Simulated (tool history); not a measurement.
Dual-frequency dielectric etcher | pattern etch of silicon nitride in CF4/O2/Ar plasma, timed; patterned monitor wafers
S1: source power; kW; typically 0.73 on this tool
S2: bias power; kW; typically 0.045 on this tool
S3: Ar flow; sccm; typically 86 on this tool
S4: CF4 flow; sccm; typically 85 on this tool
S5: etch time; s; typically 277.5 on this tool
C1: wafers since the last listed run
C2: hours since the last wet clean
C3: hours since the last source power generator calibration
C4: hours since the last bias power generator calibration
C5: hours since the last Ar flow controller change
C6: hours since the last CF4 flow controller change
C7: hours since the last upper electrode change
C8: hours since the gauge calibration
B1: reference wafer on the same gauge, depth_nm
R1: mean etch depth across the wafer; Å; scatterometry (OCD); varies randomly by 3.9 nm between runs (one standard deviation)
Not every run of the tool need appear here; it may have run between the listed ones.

| run | hour | S1 | S2 | S3 | S4 | S5 | C1 | C2 | C3 | C4 | C5 | C6 | C7 | C8 | B1 | R1 |
|---|---|---|---|---|---|---|---|---|---|---|---|---|---|---|---|---|
| 1 | 0 | 0.73 | 0.045 | 86 | 85 | 277.5 | 0 | 477.1 | 186.7 | 384.3 | 2044.9 | 1476.8 | 2773 | 2207.4 | 716.3 | 7312 |
| 2 | 58.2 | 0.65 | 0.045 | 66 | 102 | 277.5 | 448 | 535.3 | 244.9 | 442.5 | 2103.1 | 1535 | 2831.2 | 2265.6 | 715.4 | 7260 |
|  | 133.4 | wet clean of the chamber |
| 3 | 133.9 | 0.62 | 0.045 | 107 | 85 | 277.5 | 398 | 0.5 | 320.6 | 518.2 | 2178.8 | 1610.7 | 2906.9 | 2341.3 | 716 | 6222 |
| 4 | 178.9 | 0.73 | 0.045 | 86 | 85 | 277.5 | 347 | 45.5 | 365.6 | 563.2 | 2223.8 | 1655.7 | 2951.9 | 2386.3 | 716.2 | 7123 |
| 5 | 236.5 | 0.73 | 0.034 | 86 | 85 | 277.5 | 444 | 103.1 | 423.2 | 620.8 | 2281.4 | 1713.3 | 3009.5 | 2443.9 | 717.4 | 6063 |
|  | 316.4 | CF4 flow controller replaced |
| 6 | 325.6 | 0.73 | 0.045 | 86 | 85 | 277.5 | 640 | 192.2 | 512.3 | 709.9 | 2370.5 | 9.2 | 3098.6 | 2533 | 715.9 | 7130 |
|  | 389.8 | upper electrode replaced, of another model than before |
| 7 | 390.3 | 0.6 | 0.054 | 86 | 85 | 223 | 313 | 256.9 | 577 | 774.6 | 2435.2 | 73.9 | 0.5 | 2597.7 | 715.7 | 5326 |
| 8 | 467.4 | 0.73 | 0.045 | 107 | 85 | 277.5 | 594 | 334 | 654.1 | 851.7 | 2512.3 | 151 | 77.6 | 2674.8 | 716.4 | 6915 |
| 9 | 574.1 | 0.73 | 0.045 | 86 | 91 | 343 | 822 | 440.7 | 760.8 | 958.4 | 2619 | 257.7 | 184.3 | 2781.5 | 716.4 | 9074 |
|  | 656.4 | wet clean of the chamber |
|  | 669 | gauge calibrated |
| 10 | 676.3 | 0.73 | 0.045 | 86 | 85 | 277.5 | 603 | 19.9 | 863 | 1060.6 | 2721.2 | 359.9 | 286.5 | 7.3 | 715.9 | 7145 |
| 11 | 762.2 | 0.73 | 0.045 | 65 | 65 | 277.5 | 662 | 105.8 | 948.9 | 1146.5 | 2807.1 | 445.8 | 372.4 | 93.2 | 716.1 | 7124 |
|  | 955.2 | Ar flow controller replaced |
| 12 | 967.9 | 0.73 | 0.045 | 86 | 85 | 277.5 | 1540 | 311.5 | 1154.6 | 1352.2 | 12.7 | 651.5 | 578.1 | 298.9 | 716.3 | 7234 |
| 13 | 1034.4 | 0.73 | 0.045 | 86 | 85 | 277.5 | 512 | 378 | 1221.1 | 1418.7 | 79.2 | 718 | 644.6 | 365.4 | 714.8 | 7227 |
| 14 | 1135.6 | 0.73 | 0.035 | 86 | 93 | 277.5 | 780 | 479.2 | 1322.3 | 1519.9 | 180.4 | 819.2 | 745.8 | 466.6 | 716.2 | 6856 |
| 15 | 1180.9 | 0.73 | 0.036 | 86 | 67 | 224.5 | 349 | 524.5 | 1367.6 | 1565.2 | 225.7 | 864.5 | 791.1 | 511.9 | 716 | 5315 |
| 16 | 1232.1 | 0.73 | 0.041 | 86 | 85 | 277.5 | 394 | 575.7 | 1418.8 | 1616.4 | 276.9 | 915.7 | 842.3 | 563.1 | 715.9 | 7156 |
|  | 1312.1 | wet clean of the chamber |
| 17 | 1330.4 | 0.64 | 0.045 | 86 | 73 | 277.5 | 573 | 18.3 | 1517.1 | 1714.7 | 375.2 | 1014 | 940.6 | 661.4 | 717.4 | 6359 |
| 18 | 1406.7 | 0.89 | 0.045 | 86 | 64 | 234.5 | 588 | 94.6 | 1593.4 | 1791 | 451.5 | 1090.3 | 1016.9 | 737.7 | 716.4 | 6699 |
| 19 | 1489.7 | 0.73 | 0.045 | 86 | 85 | 210 | 640 | 177.6 | 1676.4 | 1874 | 534.5 | 1173.3 | 1099.9 | 820.7 | 715.8 | 5439 |
| 20 | 1589.7 | 0.73 | 0.045 | 86 | 85 | 277.5 | 771 | 277.6 | 1776.4 | 1974 | 634.5 | 1273.3 | 1199.9 | 920.7 | 714.9 | 7218 |
| 21 | 1664.8 | 0.73 | 0.045 | 86 | 85 | 277.5 | 579 | 352.7 | 1851.5 | 2049.1 | 709.6 | 1348.4 | 1275 | 995.8 | 715.9 | 7204 |

Below are 4 alternative next runs, each starting from the tool's condition after run 21. Predict each:
| A | 1665.3 | 0.73 | 0.045 | 86 | 85 | 277.5 | 3 | 353.2 | 1852 | 2049.6 | 710.1 | 1348.9 | 1275.5 | 996.3 | ? | ? |
| B | 1665.3 | 0.73 | 0.038 | 66 | 85 | 218.5 | 3 | 353.2 | 1852 | 2049.6 | 710.1 | 1348.9 | 1275.5 | 996.3 | ? | ? |
| C | 1665.3 | 0.73 | 0.048 | 86 | 85 | 277.5 | 3 | 353.2 | 1852 | 2049.6 | 710.1 | 1348.9 | 1275.5 | 996.3 | ? | ? |
| D | 1665.3 | 0.68 | 0.045 | 64 | 101 | 277.5 | 3 | 353.2 | 1852 | 2049.6 | 710.1 | 1348.9 | 1275.5 | 996.3 | ? | ? |

| run | B1 | R1 |
|---|---|---|
| A | 715.8 | 7196 |
| B | 715.8 | 5549 |
| C | 715.8 | 7361 |
| D | 715.8 | 7253 |
Without the tool's hidden state the same runs would have given:
| run | R1 |
|---|---|
| A | 7078 |
| B | 5458 |
| C | 7240 |
| D | 7134 |
